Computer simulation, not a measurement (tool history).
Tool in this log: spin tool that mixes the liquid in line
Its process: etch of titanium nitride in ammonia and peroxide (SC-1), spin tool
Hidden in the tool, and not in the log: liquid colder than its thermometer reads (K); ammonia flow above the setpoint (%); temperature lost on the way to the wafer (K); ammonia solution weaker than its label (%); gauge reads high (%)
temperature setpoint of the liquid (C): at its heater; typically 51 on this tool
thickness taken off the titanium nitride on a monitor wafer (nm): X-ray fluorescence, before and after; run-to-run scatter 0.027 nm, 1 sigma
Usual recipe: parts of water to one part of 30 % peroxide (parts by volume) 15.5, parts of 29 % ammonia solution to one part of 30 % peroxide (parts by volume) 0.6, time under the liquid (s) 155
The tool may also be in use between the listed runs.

run,hour,temperature setpoint of the liquid (C),parts of water to one part of 30 % peroxide (parts by volume),parts of 29 % ammonia solution to one part of 30 % peroxide (parts by volume),time under the liquid (s),wafers since the last listed run,hours since the thermometer was replaced,hours since the ammonia flow meter was replaced,hours since the heated supply line was repaired,hours since the drum of ammonia solution was connected,hours since the gauge calibration,"read-back film thickness of the titanium nitride reference wafer, read on the same gauge (nm)",thickness taken off the titanium nitride on a monitor wafer (nm)
1,0,51,15.5,0.75,155,0,2234.4,1449.5,3957.1,487.9,330.8,142.05,5.87
2,27,51,15.5,0.75,155,195,2261.4,1476.5,3984.1,514.9,357.8,142.16,5.87
3,62.6,51,15.5,0.6,155,257,2297,1512.1,4019.7,550.5,393.4,142.36,5.62
4,95,51,15.5,0.6,155,234,2329.4,1544.5,4052.1,582.9,425.8,142.54,5.64
# hour 105.1: thermometer replaced
# hour 111.6: ammonia flow meter replaced
5,127,51,15.5,0.6,155,217,21.9,15.4,4084.1,614.9,457.8,142.69,5.68
6,161.6,51,15.5,0.6,155,250,56.5,50,4118.7,649.5,492.4,142.89,5.59
# hour 184.6: heated supply line repaired
7,196.1,51,15.5,0.6,155,242,91,84.5,11.5,684,526.9,143.02,5.63
8,223.6,51,15.5,0.6,155,199,118.5,112,39,711.5,554.4,143.16,5.65
9,245.4,51,15.5,0.6,155,157,140.3,133.8,60.8,733.3,576.2,143.32,5.66
10,277.6,45.5,15.5,0.6,155,233,172.5,166,93,765.5,608.4,143.46,3.86
11,292.7,51,15.5,0.6,155,109,187.6,181.1,108.1,780.6,623.5,143.55,5.71
# hour 331.5: new drum of ammonia solution connected
12,332,41.5,15.5,0.6,200,277,226.9,220.4,147.4,0.5,662.8,143.76,3.73
13,360.7,51,15.5,0.6,155,207,255.6,249.1,176.1,29.2,691.5,143.88,5.72
14,388.4,59.5,15.5,0.6,110,200,283.3,276.8,203.8,56.9,719.2,144.05,7.18
15,402,51,15.5,0.75,70,98,296.9,290.4,217.4,70.5,732.8,144.06,2.68
16,445,51,15.5,0.6,155,311,339.9,333.4,260.4,113.5,775.8,144.35,5.72
# hour 462.1: gauge calibrated
17,474.8,41.5,8.5,0.4,235,215,369.7,363.2,290.2,143.3,12.7,140.39,5.46
18,502.5,51,15.5,0.6,155,200,397.4,390.9,317.9,171,40.4,140.48,5.6
19,531.3,59,15.5,0.5,125,208,426.2,419.7,346.7,199.8,69.2,140.64,7.48
20,556.2,51,15.5,0.6,155,180,451.1,444.6,371.6,224.7,94.1,140.85,5.57
21,591.3,58,22,0.9,205,254,486.2,479.7,406.7,259.8,129.2,140.98,10.52
22,608.5,51,15.5,0.6,155,124,503.4,496.9,423.9,277,146.4,141.11,5.64
23,641.5,45,20.5,0.85,200,238,536.4,529.9,456.9,310,179.4,141.23,4.32
24,661.8,42,15.5,0.6,155,146,556.7,550.2,477.2,330.3,199.7,141.35,2.92

Forecast each of these 4 alternatives for the next run:
A,662.3,51,22,0.6,155,3,557.2,550.7,477.7,330.8,200.2,?,?
B,662.3,57.5,15.5,0.6,195,3,557.2,550.7,477.7,330.8,200.2,?,?
C,662.3,43,15.5,0.85,155,3,557.2,550.7,477.7,330.8,200.2,?,?
D,662.3,51,15.5,0.6,65,3,557.2,550.7,477.7,330.8,200.2,?,?

run,"read-back film thickness of the titanium nitride reference wafer, read on the same gauge (nm)",thickness taken off the titanium nitride on a monitor wafer (nm)
A,141.32,4.64
B,141.32,11.01
C,141.32,3.39
D,141.32,2.36
Had the tool no hidden state, the same runs would have come out as:
run,thickness taken off the titanium nitride on a monitor wafer (nm)
A,4.6
B,10.91
C,3.36
D,2.34

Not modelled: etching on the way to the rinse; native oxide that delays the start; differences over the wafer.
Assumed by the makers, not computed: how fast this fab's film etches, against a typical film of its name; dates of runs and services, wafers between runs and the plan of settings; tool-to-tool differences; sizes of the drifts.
